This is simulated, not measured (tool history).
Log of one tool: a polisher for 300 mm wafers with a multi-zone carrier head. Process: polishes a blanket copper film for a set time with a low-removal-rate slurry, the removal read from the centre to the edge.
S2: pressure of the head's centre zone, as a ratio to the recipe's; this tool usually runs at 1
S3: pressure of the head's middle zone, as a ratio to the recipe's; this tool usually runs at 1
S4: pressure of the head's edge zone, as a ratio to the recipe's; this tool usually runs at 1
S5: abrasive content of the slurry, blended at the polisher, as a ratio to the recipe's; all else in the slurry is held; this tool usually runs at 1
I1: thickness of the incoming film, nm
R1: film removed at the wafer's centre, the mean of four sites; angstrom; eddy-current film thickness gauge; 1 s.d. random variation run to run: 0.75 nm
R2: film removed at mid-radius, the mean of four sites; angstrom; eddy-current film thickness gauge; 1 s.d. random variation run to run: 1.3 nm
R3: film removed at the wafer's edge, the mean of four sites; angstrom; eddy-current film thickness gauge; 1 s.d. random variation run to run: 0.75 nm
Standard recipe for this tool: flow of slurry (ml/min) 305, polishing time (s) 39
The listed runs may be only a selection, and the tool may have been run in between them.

run 1 hour=0 | flow_of_slurry_(ml/min)=305 S2=1 S3=0.88 S4=1 S5=1 polishing_time_(s)=46 | I1=1426.1 | R1=1361 R2=1244 R3=1381
run 2 hour=7.5 | flow_of_slurry_(ml/min)=305 S2=1 S3=1 S4=1.08 S5=1 polishing_time_(s)=30 | I1=1369.3 | R1=879 R2=880 R3=943
run 3 hour=21.4 | flow_of_slurry_(ml/min)=305 S2=1 S3=1 S4=1 S5=1 polishing_time_(s)=39 | I1=1383.5 | R1=1156 R2=1152 R3=1176
-- hour=28.9 worn pad replaced by a new one
run 4 hour=37.7 | flow_of_slurry_(ml/min)=275 S2=1.09 S3=1.06 S4=0.93 S5=1 polishing_time_(s)=39 | I1=1405.1 | R1=1240 R2=1208 R3=1125
run 5 hour=52.1 | flow_of_slurry_(ml/min)=200 S2=1 S3=0.91 S4=1 S5=0.75 polishing_time_(s)=49 | I1=1416.9 | R1=1240 R2=1124 R3=1291
-- hour=66.5 carrier head's membrane replaced by a new one
run 6 hour=67 | flow_of_slurry_(ml/min)=305 S2=1 S3=1 S4=1 S5=1 polishing_time_(s)=39 | I1=1412.1 | R1=1158 R2=1131 R3=1186
-- hour=70.6 edge zone pressure recalibrated
run 7 hour=74.5 | flow_of_slurry_(ml/min)=305 S2=1 S3=0.92 S4=1 S5=1 polishing_time_(s)=39 | I1=1377.2 | R1=1153 R2=1056 R3=1172
run 8 hour=85.6 | flow_of_slurry_(ml/min)=305 S2=1 S3=1 S4=1 S5=1 polishing_time_(s)=31 | I1=1430.6 | R1=922 R2=909 R3=931
run 9 hour=95.2 | flow_of_slurry_(ml/min)=305 S2=1 S3=1 S4=1 S5=1 polishing_time_(s)=39 | I1=1402.2 | R1=1160 R2=1148 R3=1179
run 10 hour=109.5 | flow_of_slurry_(ml/min)=305 S2=1 S3=0.95 S4=1.03 S5=1 polishing_time_(s)=39 | I1=1426.7 | R1=1169 R2=1105 R3=1198
run 11 hour=122.5 | flow_of_slurry_(ml/min)=245 S2=1 S3=1 S4=1.07 S5=1.3 polishing_time_(s)=51 | I1=1402.4 | R1=1635 R2=1630 R3=1700
run 12 hour=132.6 | flow_of_slurry_(ml/min)=305 S2=1 S3=1.08 S4=0.9 S5=1 polishing_time_(s)=39 | I1=1397 | R1=1162 R2=1223 R3=1105
-- hour=146.8 centre zone pressure recalibrated
run 13 hour=147.3 | flow_of_slurry_(ml/min)=305 S2=1 S3=1 S4=1 S5=1 polishing_time_(s)=51 | I1=1422.7 | R1=1532 R2=1517 R3=1519
-- hour=154.9 worn pad replaced by a new one
run 14 hour=194.1 | flow_of_slurry_(ml/min)=375 S2=1.09 S3=1 S4=1 S5=0.9 polishing_time_(s)=45 | I1=1406.1 | R1=1419 R2=1296 R3=1326
run 15 hour=209 | flow_of_slurry_(ml/min)=305 S2=1 S3=0.94 S4=1 S5=1 polishing_time_(s)=39 | I1=1407.3 | R1=1174 R2=1102 R3=1175
run 16 hour=220 | flow_of_slurry_(ml/min)=305 S2=1 S3=1 S4=1 S5=1 polishing_time_(s)=39 | I1=1396.3 | R1=1160 R2=1164 R3=1178
run 17 hour=229.3 | flow_of_slurry_(ml/min)=305 S2=1 S3=0.92 S4=0.9 S5=1.1 polishing_time_(s)=39 | I1=1422.9 | R1=1196 R2=1130 R3=1155
run 18 hour=238.8 | flow_of_slurry_(ml/min)=305 S2=1 S3=1.09 S4=1 S5=0.8 polishing_time_(s)=27 | I1=1413.7 | R1=740 R2=800 R3=745
run 19 hour=251.2 | flow_of_slurry_(ml/min)=305 S2=1 S3=1 S4=0.89 S5=1 polishing_time_(s)=35 | I1=1404.5 | R1=1042 R2=1054 R3=989
-- hour=252.9 slurry nozzle cleaned
-- hour=258.4 worn pad replaced by a new one
run 20 hour=263.4 | flow_of_slurry_(ml/min)=395 S2=0.92 S3=1 S4=1 S5=1 polishing_time_(s)=47 | I1=1392.1 | R1=1310 R2=1412 R3=1441
run 21 hour=274.7 | flow_of_slurry_(ml/min)=275 S2=1.11 S3=1 S4=1 S5=0.75 polishing_time_(s)=34 | I1=1413.2 | R1=983 R2=901 R3=906

Consider 4 possible next runs. They are alternatives, not a sequence: every one starts from the tool as it was left by run 21. What does each give?
run A hour=275.1 | flow_of_slurry_(ml/min)=305 S2=0.88 S3=1 S4=1 S5=1 polishing_time_(s)=39 | I1=1407.2 | R1=? R2=? R3=?
run B hour=275.1 | flow_of_slurry_(ml/min)=305 S2=1.12 S3=1 S4=1 S5=1 polishing_time_(s)=52 | I1=1407.2 | R1=? R2=? R3=?
run C hour=275.1 | flow_of_slurry_(ml/min)=305 S2=1.04 S3=1 S4=1 S5=1.2 polishing_time_(s)=39 | I1=1407.2 | R1=? R2=? R3=?
run D hour=275.1 | flow_of_slurry_(ml/min)=305 S2=1 S3=1 S4=1.11 S5=0.9 polishing_time_(s)=26 | I1=1407.2 | R1=? R2=? R3=?

run=A R1=1024 R2=1154 R3=1187
run=B R1=1698 R2=1537 R3=1582
run=C R1=1269 R2=1230 R3=1265
run=D R1=736 R2=739 R3=801
Without the tool's hidden state the same runs would have given:
run=A R1=1024 R2=1154 R3=1187
run=B R1=1698 R2=1537 R3=1582
run=C R1=1269 R2=1230 R3=1265
run=D R1=736 R2=739 R3=801
